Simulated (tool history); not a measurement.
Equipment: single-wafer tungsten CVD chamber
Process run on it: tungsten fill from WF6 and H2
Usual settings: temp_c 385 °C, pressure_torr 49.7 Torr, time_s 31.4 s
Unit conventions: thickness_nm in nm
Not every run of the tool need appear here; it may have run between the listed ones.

| run | day | temp_c | pressure_torr | time_s | read-back reference wafer on the same gauge, thickness_nm | thickness_nm |
|---|---|---|---|---|---|---|
| 1 | 0.000 | 385 | 49.7 | 31.4 | 93.403 | 78.121 |
| 2 | 2.525 | 385 | 49.7 | 31.4 | 93.373 | 77.793 |
| 3 | 4.092 | 385 | 49.7 | 31.4 | 93.452 | 77.885 |
| 4 | 6.746 | 385 | 49.7 | 31.4 | 93.430 | 77.825 |
| 5 | 9.717 | 385 | 41.5 | 31.4 | 93.352 | 74.781 |
| 6 | 13.288 | 385 | 41.5 | 31.4 | 93.391 | 74.023 |
| 7 | 16.400 | 385 | 49.7 | 31.4 | 93.395 | 77.505 |
|  | 18.792 | thermocouple changed; heater temperature recalibrated |
| 8 | 19.492 | 385 | 49.7 | 31.4 | 93.397 | 79.371 |
| 9 | 22.317 | 385 | 49.7 | 31.4 | 93.363 | 78.781 |
| 10 | 26.479 | 385 | 49.7 | 31.4 | 93.414 | 78.135 |
|  | 28.525 | gauge calibrated |
| 11 | 30.129 | 385 | 49.7 | 31.4 | 93.357 | 77.846 |
| 12 | 34.608 | 385 | 49.7 | 31.4 | 93.399 | 77.688 |
| 13 | 37.704 | 388 | 49.7 | 31.4 | 93.419 | 81.604 |
|  | 38.092 | capacitance manometer re-zeroed and calibrated |
| 14 | 39.400 | 385 | 49.7 | 31.4 | 93.395 | 78.444 |
| 15 | 43.796 | 395 | 41.8 | 37.2 | 93.402 | 105.514 |
| 16 | 46.683 | 373 | 40.1 | 31.4 | 93.362 | 59.691 |
| 17 | 50.104 | 385 | 61.3 | 35.9 | 93.399 | 94.254 |
| 18 | 54.271 | 385 | 49.7 | 31.4 | 93.442 | 77.696 |
|  | 55.229 | showerhead replaced |
| 19 | 56.875 | 385 | 49.7 | 31.4 | 93.403 | 78.209 |
| 20 | 58.633 | 385 | 49.7 | 31.4 | 93.399 | 77.827 |
| 21 | 61.717 | 385 | 49.7 | 31.4 | 93.395 | 77.411 |
| 22 | 64.292 | 385 | 54.5 | 28.7 | 93.394 | 72.418 |
|  | 65.012 | thermocouple changed; heater temperature recalibrated |
| 23 | 66.829 | 385 | 37.8 | 31.4 | 93.393 | 75.382 |
| 24 | 70.850 | 397 | 54.5 | 31.4 | 93.397 | 99.863 |
| 25 | 75.058 | 396 | 56.8 | 35.7 | 93.401 | 112.233 |
| 26 | 78.858 | 371 | 44.8 | 34.5 | 93.383 | 65.661 |
| 27 | 81.675 | 393 | 54.3 | 31.4 | 93.417 | 91.778 |
| 28 | 84.479 | 385 | 60.8 | 31.4 | 93.403 | 82.046 |

Here are 4 independent what-if runs from the current tool condition. What would each one return?
| A | 84.496 | 385 | 49.7 | 31.4 | ? | ? |
| B | 84.496 | 396 | 55.3 | 26.1 | ? | ? |
| C | 84.496 | 385 | 53.0 | 31.4 | ? | ? |
| D | 84.496 | 379 | 46.5 | 27.0 | ? | ? |

| run | read-back reference wafer on the same gauge, thickness_nm | thickness_nm |
|---|---|---|
| A | 93.428 | 77.991 |
| B | 93.428 | 80.361 |
| C | 93.428 | 79.246 |
| D | 93.428 | 59.281 |
Take away the tool's hidden state, keep each run's random variation, and the runs would have read:
| run | thickness_nm |
|---|---|
| A | 80.271 |
| B | 82.604 |
| C | 81.558 |
| D | 61.053 |
